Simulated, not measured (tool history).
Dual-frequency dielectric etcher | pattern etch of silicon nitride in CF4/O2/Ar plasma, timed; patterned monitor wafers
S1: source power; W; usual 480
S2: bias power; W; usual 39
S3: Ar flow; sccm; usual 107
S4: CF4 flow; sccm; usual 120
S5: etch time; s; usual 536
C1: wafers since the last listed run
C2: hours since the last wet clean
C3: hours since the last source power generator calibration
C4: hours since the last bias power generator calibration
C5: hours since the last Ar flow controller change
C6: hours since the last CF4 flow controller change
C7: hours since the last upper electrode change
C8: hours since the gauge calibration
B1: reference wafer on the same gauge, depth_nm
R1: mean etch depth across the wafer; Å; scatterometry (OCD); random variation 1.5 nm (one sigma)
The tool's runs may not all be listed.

run,hour,S1,S2,S3,S4,S5,C1,C2,C3,C4,C5,C6,C7,C8,B1,R1
1,0,480,39,107,120,536,0,5.5,4566.3,9.6,9,0.5,12.8,204.7,915.2,10332
2,0.4,480,39,107,120,489,1,5.9,4566.7,10,9.4,0.9,13.2,205.1,916,9424
3,0.9,480,39,107,120,489,1,6.4,4567.2,10.5,9.9,1.4,13.7,205.6,916.1,9438
4,1.4,480,39,107,120,536,1,6.9,4567.7,11,10.4,1.9,14.2,206.1,916.2,10312
# hour 5.4: source power generator calibrated
5,5.9,480,39,107,120,536,1,11.4,0.5,15.5,14.9,6.4,18.7,210.6,916.2,9931
6,14.1,480,39,107,120,536,24,19.6,8.7,23.7,23.1,14.6,26.9,218.8,915.7,9940
7,50.7,480,39,107,120,536,111,56.2,45.3,60.3,59.7,51.2,63.5,255.4,915.8,9938
8,62,480,32,107,120,536,34,67.5,56.6,71.6,71,62.5,74.8,266.7,916.3,9520
9,76.1,480,39,107,108,664.5,42,81.6,70.7,85.7,85.1,76.6,88.9,280.8,916,12204
10,93.4,480,35,118,94,536,52,98.9,88,103,102.4,93.9,106.2,298.1,916,9282
11,99.5,480,49,107,120,536,18,105,94.1,109.1,108.5,100,112.3,304.2,915.6,10563
12,109.3,400,45,115,120,536,29,114.8,103.9,118.9,118.3,109.8,122.1,314,915.7,8407
13,125.4,480,39,107,98,536,49,130.9,120,135,134.4,125.9,138.2,330.1,916.2,9733
14,143.3,590,39,128,120,536,54,148.8,137.9,152.9,152.3,143.8,156.1,348,915.7,12067
15,154.7,480,32,128,142,536,34,160.2,149.3,164.3,163.7,155.2,167.5,359.4,916,9521
# hour 180.1: gauge calibrated
16,201.5,480,39,107,120,536,142,207,196.1,211.1,210.5,202,214.3,21.4,915.7,10034
17,211.4,480,48,114,120,597.5,30,216.9,206,221,220.4,211.9,224.2,31.3,916.2,11655
18,228.9,480,39,107,120,536,53,234.4,223.5,238.5,237.9,229.4,241.7,48.8,916,10062
19,237.1,480,39,107,120,536,24,242.6,231.7,246.7,246.1,237.6,249.9,57,915.6,10053
20,247.3,480,39,107,120,622,31,252.8,241.9,256.9,256.3,247.8,260.1,67.2,916.2,11661
21,259.1,480,39,122,120,536,35,264.6,253.7,268.7,268.1,259.6,271.9,79,915.9,9883
22,269.9,480,45,107,120,536,32,275.4,264.5,279.5,278.9,270.4,282.7,89.8,916.1,10457

The tool's hidden state at each run:
bias power that arrives over what is set, %: 0 in every run
Ar flow that arrives over what is set, %: 0 in every run
CF4 flow that arrives over what is set, %: 0 in every run
gauge reads high (%): 0 in every run
H1: etch rate over this chamber's usual, %
H2: source power that arrives over what is set, %
run,H1,H2
1,0.0147,4.53
2,0.0153,4.53
3,0.0161,4.53
4,0.0169,4.53
5,0.0238,0.735
6,0.0365,0.765
7,0.0932,0.899
8,0.111,0.94
9,0.133,0.99
10,0.159,1.05
11,0.169,1.07
12,0.184,1.11
13,0.209,1.16
14,0.237,1.22
15,0.254,1.26
16,0.327,1.41
17,0.342,1.45
18,0.369,1.5
19,0.382,1.53
20,0.398,1.56
21,0.416,1.6
22,0.433,1.63

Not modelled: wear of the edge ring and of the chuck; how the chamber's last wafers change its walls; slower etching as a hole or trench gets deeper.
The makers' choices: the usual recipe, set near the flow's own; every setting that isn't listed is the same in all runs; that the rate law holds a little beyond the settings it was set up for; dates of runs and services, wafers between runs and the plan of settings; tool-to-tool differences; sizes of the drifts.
